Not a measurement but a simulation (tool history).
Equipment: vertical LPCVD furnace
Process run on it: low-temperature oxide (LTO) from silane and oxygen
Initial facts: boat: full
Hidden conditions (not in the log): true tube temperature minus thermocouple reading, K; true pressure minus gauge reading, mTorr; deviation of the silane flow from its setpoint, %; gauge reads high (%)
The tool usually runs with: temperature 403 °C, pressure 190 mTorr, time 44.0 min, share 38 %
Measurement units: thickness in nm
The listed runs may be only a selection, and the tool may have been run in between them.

run     day  temperature  pressure  time  share  wafers since the last listed run  hours since the last temperature calibration  hours since the pressure gauge was zeroed  hours since the silane flow controller was replaced  hours since the gauge calibration  read-back reference wafer on the same gauge, thickness  thickness
  1   0.000          403       190  44.0     38                                 0                                        2519.7                                     2654.9                                               2942.0                              102.3                                                  409.23     329.96
  2   2.650          403       165  44.0     38                               654                                        2583.3                                     2718.5                                               3005.6                              165.9                                                  408.97     287.19
  3   4.921          403       190  44.0     38                               560                                        2637.8                                     2773.0                                               3060.1                              220.4                                                  408.55     328.95
  4   6.292          403       190  44.0     38                               338                                        2670.7                                     2805.9                                               3093.0                              253.3                                                  409.56     329.98
  5   8.908          403       190  44.0     33                               645                                        2733.5                                     2868.7                                               3155.8                              316.1                                                  409.09     272.68
  6  10.350          403       190  44.0     38                               355                                        2768.1                                     2903.3                                               3190.4                              350.7                                                  409.07     327.80
  7  13.242          403       190  44.0     38                               713                                        2837.5                                     2972.7                                               3259.8                              420.1                                                  408.20     330.54
  8  15.021          403       190  44.0     38                               439                                        2880.2                                     3015.4                                               3302.5                              462.8                                                  408.61     329.08
  9  16.733          403       190  44.0     38                               422                                        2921.3                                     3056.5                                               3343.6                              503.9                                                  409.18     329.26
 10  19.004          408       190  31.5     38                               560                                        2975.8                                     3111.0                                               3398.1                              558.4                                                  409.46     248.48
     21.362  -- silane flow controller replaced
 11  24.683          403       190  44.0     38                              1155                                        3112.1                                     3247.3                                                 79.7                              694.7                                                  408.73     318.54
 12  25.767          403       190  44.0     38                               267                                        3138.1                                     3273.3                                                105.7                              720.7                                                  408.38     320.86
     27.308  -- pressure gauge zeroed
     28.488  -- thermocouples replaced and temperature profile calibrated
     28.971  -- silane flow controller replaced, repeated, since the last time left the tool worse
 13  28.992          413       205  51.5     30                               182                                          12.1                                       40.4                                                  0.5                              798.1                                                  409.54     352.77
 14  29.229          395       190  49.5     38                                58                                          17.8                                       46.1                                                  6.2                              803.8                                                  409.31     351.95
     30.092  -- gauge calibrated
 15  31.808          403       190  56.5     38                               636                                          79.7                                      108.0                                                 68.1                               41.2                                                  409.00     436.70
 16  32.917          403       230  44.0     38                               273                                         106.3                                      134.6                                                 94.7                               67.8                                                  408.84     412.46
 17  33.929          395       235  44.0     34                               249                                         130.6                                      158.9                                                119.0                               92.1                                                  408.81     333.14
 18  36.408          403       190  44.0     32                               611                                         190.1                                      218.4                                                178.5                              151.6                                                  408.54     272.41
 19  38.925          409       220  44.0     38                               621                                         250.5                                      278.8                                                238.9                              212.0                                                  408.92     424.61

What if the next run were any one of these 3? Each begins from the tool's condition after run 19:
  A  39.133          411       190  44.0     38                                51                                         255.5                                      283.8                                                243.9                              217.0                                                       ?          ?
  B  39.133          403       160  36.0     45                                51                                         255.5                                      283.8                                                243.9                              217.0                                                       ?          ?
  C  39.133          396       145  31.0     38                                51                                         255.5                                      283.8                                                243.9                              217.0                                                       ?          ?

run  read-back reference wafer on the same gauge, thickness  thickness
  A                                                  409.43     371.91
  B                                                  409.43     284.42
  C                                                  409.43     169.43
The same runs, with their run-to-run variation unchanged, on a tool lacking any hidden condition would have given:
run  thickness
  A     371.73
  B     284.32
  C     169.34
